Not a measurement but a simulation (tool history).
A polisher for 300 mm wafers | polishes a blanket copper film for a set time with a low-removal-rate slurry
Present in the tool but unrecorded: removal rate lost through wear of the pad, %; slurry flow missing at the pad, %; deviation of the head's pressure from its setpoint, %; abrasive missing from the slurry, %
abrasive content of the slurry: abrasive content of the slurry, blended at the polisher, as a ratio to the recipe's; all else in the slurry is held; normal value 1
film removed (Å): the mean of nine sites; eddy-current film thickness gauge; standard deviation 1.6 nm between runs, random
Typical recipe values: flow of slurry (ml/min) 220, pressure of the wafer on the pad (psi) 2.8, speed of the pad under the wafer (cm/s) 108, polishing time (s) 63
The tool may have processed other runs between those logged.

run,day,flow of slurry (ml/min),pressure of the wafer on the pad (psi),speed of the pad under the wafer (cm/s),abrasive content of the slurry,polishing time (s),wafers since the last listed run,wafers polished on this pad,hours since the slurry nozzle was cleaned,hours since the head pressure was calibrated,hours since the slurry blender was calibrated,"incoming thickness of the incoming film, nm",film removed (Å)
1,0,220,2.2,108,1,63,0,467,215.5,698.7,234.8,1497.9,1236
2,1.879,220,2.2,108,1,63,556,1023,260.6,743.8,279.9,1503.1,1235
# day 2.825: slurry blender recalibrated
3,2.95,220,2.8,108,1,63,292,1315,286.3,769.5,3,1515.4,1538
4,4.354,245,2.8,108,1,63,415,1730,320,803.2,36.7,1499.1,1570
5,5.475,245,2.8,108,1,63,331,2062,346.9,830.1,63.6,1511.3,1563
6,8.283,245,2.8,108,1,63,830,2893,414.3,897.5,131,1501.2,1554
# day 10.683: worn pad replaced by a new one
7,11.054,220,2.8,108,1,63,770,109,480.8,964,197.5,1464.5,1508
8,12.908,220,2.8,108,1,63,548,658,525.3,1008.5,242,1504.7,1512
# day 13.871: slurry blender recalibrated
9,15.208,220,2.8,108,1,63,655,1314,580.5,1063.7,32.1,1505.7,1513
10,17.412,220,2.8,108,1,63,652,1966,633.4,1116.6,85,1484.7,1512
11,18.854,220,2.8,108,1,63,426,2393,668,1151.2,119.6,1495.1,1534
12,20.508,220,2.8,108,1,63,489,2882,707.7,1190.9,159.3,1505.9,1485
# day 20.683: worn pad replaced by a new one
# day 20.875: head pressure recalibrated
13,21.654,220,2.8,108,1,63,265,262,735.2,18.7,186.8,1472.1,1482
14,23.429,185,2.8,108,1,63,525,787,777.8,61.3,229.4,1483.6,1465
# day 25.017: slurry blender recalibrated
15,26.196,295,2.8,108,1,63,793,1581,844.2,127.7,28.3,1496.6,1553
16,28.479,275,3.3,84,0.8,63,675,2257,899,182.5,83.1,1469.5,1340
# day 31.525: slurry nozzle cleaned
# day 33.696: worn pad replaced by a new one, of another model than before
17,36.579,220,2.2,108,1,63,2335,853,121.3,376.9,277.5,1485.8,1379
18,37.983,290,2.8,108,1,63,415,1268,155,410.6,311.2,1494,1601
# day 38.15: slurry blender recalibrated
19,39.971,220,3.5,108,0.75,63,563,1832,202.7,458.3,43.7,1493.8,1658
20,42.958,220,2.8,142,1,63,883,2716,274.4,530,115.4,1511.2,1917
21,44.371,220,2.8,140,1,63,417,3134,308.3,563.9,149.3,1508.5,1905
# day 45.221: worn pad replaced by a new one
22,46.95,275,3.4,140,1,44,713,511,370.2,625.8,211.2,1480.7,1522
23,48.762,155,2.8,98,0.9,46,536,1047,413.7,669.3,254.7,1500,986
# day 49.679: slurry blender recalibrated
24,49.771,220,2.8,108,1,63,273,1321,437.9,693.5,2.2,1500.1,1521
25,51.229,220,3.1,80,1,63,431,1752,472.9,728.5,37.2,1480.9,1304
26,52.579,220,2.5,122,0.9,44,399,2152,505.3,760.9,69.6,1480.8,1077
27,54.533,220,2.2,108,1,63,578,2730,552.2,807.8,116.5,1482.1,1348
28,56.038,280,2.8,108,1.25,63,445,3175,588.3,843.9,152.6,1466.1,1661
# day 58.058: worn pad replaced by a new one
29,58.729,220,2.8,130,1,56,747,198,652.9,908.5,217.2,1490.9,1582

What if the next run were any one of these 5? Each begins from the tool's condition after run 29:
A,58.746,255,2.8,108,1,63,4,202,653.3,908.9,217.6,1505.5,?
B,58.746,220,3.3,80,1,63,4,202,653.3,908.9,217.6,1505.5,?
C,58.746,165,2.8,140,1.25,80,4,202,653.3,908.9,217.6,1505.5,?
D,58.746,220,2.8,76,1,63,4,202,653.3,908.9,217.6,1505.5,?
E,58.746,195,2.8,108,1.3,76,4,202,653.3,908.9,217.6,1505.5,?

run,film removed (Å)
A,1534
B,1324
C,2414
D,1162
E,1915
With no hidden state in the tool, these same runs would have given:
run,film removed (Å)
A,1594
B,1381
C,2537
D,1212
E,2004

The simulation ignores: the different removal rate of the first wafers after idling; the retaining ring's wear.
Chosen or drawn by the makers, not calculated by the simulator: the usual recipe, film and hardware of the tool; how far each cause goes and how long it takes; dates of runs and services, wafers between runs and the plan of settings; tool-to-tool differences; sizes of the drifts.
